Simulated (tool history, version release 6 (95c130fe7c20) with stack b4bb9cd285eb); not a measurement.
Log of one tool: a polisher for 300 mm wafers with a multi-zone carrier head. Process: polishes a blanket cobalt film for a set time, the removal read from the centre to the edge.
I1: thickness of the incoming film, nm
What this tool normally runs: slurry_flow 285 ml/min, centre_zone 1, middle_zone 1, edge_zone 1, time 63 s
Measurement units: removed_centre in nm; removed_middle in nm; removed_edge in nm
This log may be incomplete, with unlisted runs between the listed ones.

run 1 hour=0 | slurry_flow=285 centre_zone=1 middle_zone=1 edge_zone=1 time=73 | I1=897.7 | removed_centre=391.7 removed_middle=369 removed_edge=370.7
run 2 hour=41.7 | slurry_flow=285 centre_zone=1 middle_zone=1 edge_zone=1 time=73 | I1=883.8 | removed_centre=392.7 removed_middle=365.6 removed_edge=365.9
run 3 hour=56.2 | slurry_flow=200 centre_zone=1 middle_zone=1.08 edge_zone=1.03 time=42 | I1=906.9 | removed_centre=210.4 removed_middle=205.7 removed_edge=205
run 4 hour=73.5 | slurry_flow=285 centre_zone=1 middle_zone=0.9 edge_zone=1.12 time=63 | I1=912.6 | removed_centre=336.9 removed_middle=285 removed_edge=336
run 5 hour=96 | slurry_flow=285 centre_zone=1 middle_zone=0.91 edge_zone=1 time=49 | I1=904.7 | removed_centre=260.3 removed_middle=227.1 removed_edge=247.1
run 6 hour=127.8 | slurry_flow=285 centre_zone=1 middle_zone=0.93 edge_zone=1 time=63 | I1=892.8 | removed_centre=337.6 removed_middle=290 removed_edge=316.3
run 7 hour=146 | slurry_flow=285 centre_zone=1.08 middle_zone=1 edge_zone=1 time=63 | I1=901.4 | removed_centre=363.7 removed_middle=307.7 removed_edge=314.5
-- hour=156.1 centre zone pressure recalibrated
run 8 hour=161.6 | slurry_flow=285 centre_zone=1 middle_zone=0.95 edge_zone=1 time=63 | I1=901 | removed_centre=300.1 removed_middle=298.4 removed_edge=314
run 9 hour=186.7 | slurry_flow=285 centre_zone=0.92 middle_zone=1.04 edge_zone=0.95 time=63 | I1=898.3 | removed_centre=278 removed_middle=324.7 removed_edge=306.7
-- hour=199.8 worn pad replaced by a new one
run 10 hour=200.6 | slurry_flow=285 centre_zone=1 middle_zone=0.89 edge_zone=1 time=63 | I1=913.7 | removed_centre=303.7 removed_middle=287.3 removed_edge=313.6
run 11 hour=231.7 | slurry_flow=285 centre_zone=0.91 middle_zone=1 edge_zone=1.09 time=42 | I1=902.2 | removed_centre=182.1 removed_middle=205.3 removed_edge=217.6
-- hour=234.5 slurry nozzle cleaned
run 12 hour=262.7 | slurry_flow=285 centre_zone=1 middle_zone=1 edge_zone=1 time=63 | I1=892.6 | removed_centre=322.9 removed_middle=328.1 removed_edge=326.3
run 13 hour=284.3 | slurry_flow=350 centre_zone=1 middle_zone=1 edge_zone=1.05 time=63 | I1=911.6 | removed_centre=334.6 removed_middle=336.7 removed_edge=341.8
run 14 hour=306.5 | slurry_flow=250 centre_zone=1 middle_zone=1.04 edge_zone=1 time=63 | I1=899.3 | removed_centre=323.7 removed_middle=326.4 removed_edge=325.9
run 15 hour=319.8 | slurry_flow=285 centre_zone=1 middle_zone=0.89 edge_zone=1 time=63 | I1=898.4 | removed_centre=330.7 removed_middle=300.6 removed_edge=328.5
-- hour=328.6 edge zone pressure recalibrated
run 16 hour=351.8 | slurry_flow=375 centre_zone=1 middle_zone=1 edge_zone=1 time=63 | I1=899.5 | removed_centre=340.6 removed_middle=333.1 removed_edge=330.6
run 17 hour=368.4 | slurry_flow=365 centre_zone=0.89 middle_zone=1 edge_zone=1 time=63 | I1=904.5 | removed_centre=300.4 removed_middle=334.6 removed_edge=332.7
run 18 hour=388.5 | slurry_flow=285 centre_zone=1 middle_zone=1 edge_zone=1 time=57 | I1=908.5 | removed_centre=300.6 removed_middle=297 removed_edge=296.8
-- hour=394.7 carrier head's membrane replaced by a new one
run 19 hour=407.9 | slurry_flow=285 centre_zone=1 middle_zone=0.9 edge_zone=1.12 time=63 | I1=903.6 | removed_centre=333.5 removed_middle=297 removed_edge=343.5
-- hour=424.6 worn pad replaced by a new one
run 20 hour=431.2 | slurry_flow=285 centre_zone=1 middle_zone=1.1 edge_zone=0.92 time=63 | I1=915.3 | removed_centre=331.6 removed_middle=339 removed_edge=313.6
run 21 hour=466.4 | slurry_flow=355 centre_zone=1 middle_zone=1.11 edge_zone=0.94 time=63 | I1=890.9 | removed_centre=342.5 removed_middle=359.7 removed_edge=322.9
run 22 hour=498.6 | slurry_flow=285 centre_zone=1 middle_zone=1 edge_zone=1 time=43 | I1=893.2 | removed_centre=229.2 removed_middle=225.1 removed_edge=222.9
run 23 hour=533.2 | slurry_flow=285 centre_zone=1 middle_zone=1.07 edge_zone=1 time=63 | I1=895 | removed_centre=339.5 removed_middle=341.7 removed_edge=323.3

Each row is a separate what-if for the run after 23, all from the same tool condition, not one after another. Results?
run A hour=533.6 | slurry_flow=285 centre_zone=1 middle_zone=0.88 edge_zone=1 time=63 | I1=894.6 | removed_centre=? removed_middle=? removed_edge=?
run B hour=533.6 | slurry_flow=360 centre_zone=1.08 middle_zone=1 edge_zone=0.92 time=76 | I1=894.6 | removed_centre=? removed_middle=? removed_edge=?
run C hour=533.6 | slurry_flow=285 centre_zone=0.89 middle_zone=1.09 edge_zone=1 time=73 | I1=894.6 | removed_centre=? removed_middle=? removed_edge=?

run=A removed_centre=340.4 removed_middle=288.9 removed_edge=325.3
run=B removed_centre=456.1 removed_middle=391.2 removed_edge=383.8
run=C removed_centre=351.4 removed_middle=391.2 removed_edge=376
What these runs would have given with no unlogged condition in the tool:
run=A removed_centre=326.9 removed_middle=290.8 removed_edge=326.8
run=B removed_centre=437.5 removed_middle=393.2 removed_edge=385.2
run=C removed_centre=337.3 removed_middle=393.7 removed_edge=377.8
